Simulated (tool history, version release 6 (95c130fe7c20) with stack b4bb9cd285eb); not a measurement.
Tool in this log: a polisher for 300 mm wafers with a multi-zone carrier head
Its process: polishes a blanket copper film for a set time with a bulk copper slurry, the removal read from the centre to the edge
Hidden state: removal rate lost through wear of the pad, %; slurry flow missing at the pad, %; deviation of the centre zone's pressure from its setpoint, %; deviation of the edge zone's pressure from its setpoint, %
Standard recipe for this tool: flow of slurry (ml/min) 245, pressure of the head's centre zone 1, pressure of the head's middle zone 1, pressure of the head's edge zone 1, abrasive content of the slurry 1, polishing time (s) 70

run   hour  flow of slurry (ml/min)  pressure of the head's centre zone  pressure of the head's middle zone  pressure of the head's edge zone  abrasive content of the slurry  polishing time (s)  wafers since the last listed run  wafers polished on this pad  hours since the slurry nozzle was cleaned  hours since the centre zone pressure was calibrated  hours since the edge zone pressure was calibrated  hours since the carrier head's membrane was replaced  incoming thickness of the incoming film, nm  film removed at the wafer's centre (nm)  film removed at mid-radius (nm)  film removed at the wafer's edge (nm)
  1      0                      215                                   1                                   1                                 1                               1                  70                                 0                          275                                      466.3                                               1026.4                                              470.8                                                1351.7                                       3248.4                                      861                            862.8                                  856.7
  2   16.9                      215                                   1                                   1                                 1                               1                  70                               225                          501                                      483.2                                               1043.3                                              487.7                                                1368.6                                       3275.3                                    852.7                            818.2                                  813.5
  3   42.2                      215                                   1                                   1                                 1                               1                  70                               337                          839                                      508.5                                               1068.6                                                513                                                1393.9                                       3199.9                                    821.8                            815.6                                  801.3
        65  -- worn pad replaced by a new one
  4     74                      245                                   1                                   1                                 1                               1                  70                               371                          120                                      540.3                                               1100.4                                              544.8                                                1425.7                                       3275.6                                    902.9                            884.4                                    861
  5   97.1                      245                                   1                                   1                                 1                               1                  70                               308                          429                                      563.4                                               1123.5                                              567.9                                                1448.8                                       3248.4                                    877.8                            850.1                                  840.5
     125.2  -- edge zone pressure recalibrated
  6  125.7                      245                                   1                                   1                                 1                               1                  70                               355                          784                                        592                                               1152.1                                                0.5                                                1477.4                                       3224.5                                    827.9                            836.2                                  844.8
     135.5  -- worn pad replaced by a new one
  7  148.5                      245                                   1                                   1                                 1                               1                  70                               251                          173                                      614.8                                               1174.9                                               23.3                                                1500.2                                       3279.5                                    872.6                            890.3                                  885.6
  8  166.7                      245                                   1                                   1                              1.05                             1.1                  60                               243                          416                                        633                                               1193.1                                               41.5                                                1518.4                                       3206.6                                    753.9                            755.3                                  753.4
  9  190.3                      245                                   1                                   1                                 1                               1                  70                               315                          731                                      656.6                                               1216.7                                               65.1                                                  1542                                       3218.2                                      844                            816.1                                  830.8
     204.1  -- worn pad replaced by a new one
 10  226.1                      245                                   1                                   1                                 1                               1                  70                               424                          293                                      692.4                                               1252.5                                              100.9                                                1577.8                                       3222.8                                    884.8                            884.2                                  859.4
     240.6  -- carrier head's membrane replaced by a new one, of another model than before
 11  241.1                      245                                   1                                   1                                 1                               1                  85                               133                          427                                      707.4                                               1267.5                                              115.9                                                   0.5                                       3233.8                                   1047.9                           1028.3                                 1040.8
 12  256.3                      245                                   1                                0.94                                 1                             0.7                  76                               202                          630                                      722.6                                               1282.7                                              131.1                                                  15.7                                       3187.7                                    806.1                            741.8                                  773.7
     267.6  -- slurry nozzle cleaned
 13  276.2                      245                                0.96                                0.91                              0.96                               1                  70                               252                          882                                        8.6                                               1302.6                                                151                                                  35.6                                       3260.3                                    791.6                            729.7                                  811.7
     286.3  -- centre zone pressure recalibrated
     288.1  -- worn pad replaced by a new one
     374.7  -- worn pad replaced by a new one
 14  379.9                      245                                0.97                                   1                                 1                               1                  70                              1281                           68                                      112.3                                                 93.6                                              254.7                                                 139.3                                       3285.4                                    849.7                            906.5                                  877.1

4 ways to go on from here, each from the tool as it stands after run 14. What would each give?
  A  380.3                      245                                   1                                   1                                 1                               1                  70                                 5                           74                                      112.7                                                   94                                              255.1                                                 139.7                                       3277.1                                        ?                                ?                                      ?
  B  380.3                      245                                   1                                   1                                 1                             0.9                  88                                 5                           74                                      112.7                                                   94                                              255.1                                                 139.7                                       3277.1                                        ?                                ?                                      ?
  C  380.3                      245                                1.07                                   1                                 1                             0.8                  70                                 5                           74                                      112.7                                                   94                                              255.1                                                 139.7                                       3277.1                                        ?                                ?                                      ?
  D  380.3                      180                                0.91                                   1                              1.11                               1                  70                                 5                           74                                      112.7                                                   94                                              255.1                                                 139.7                                       3277.1                                        ?                                ?                                      ?

run  film removed at the wafer's centre (nm)  film removed at mid-radius (nm)  film removed at the wafer's edge (nm)
  A                                    929.2                            910.6                                    884
  B                                     1123                           1100.5                                 1068.4
  C                                    952.1                            834.5                                  810.7
  D                                    750.2                            870.8                                  878.4
Without the tool's unlogged condition, the same runs would have read:
run  film removed at the wafer's centre (nm)  film removed at mid-radius (nm)  film removed at the wafer's edge (nm)
  A                                    956.8                            937.6                                  910.3
  B                                   1156.4                           1133.2                                 1100.1
  C                                    980.4                            859.3                                  834.8
  D                                    772.5                            896.6                                  904.5

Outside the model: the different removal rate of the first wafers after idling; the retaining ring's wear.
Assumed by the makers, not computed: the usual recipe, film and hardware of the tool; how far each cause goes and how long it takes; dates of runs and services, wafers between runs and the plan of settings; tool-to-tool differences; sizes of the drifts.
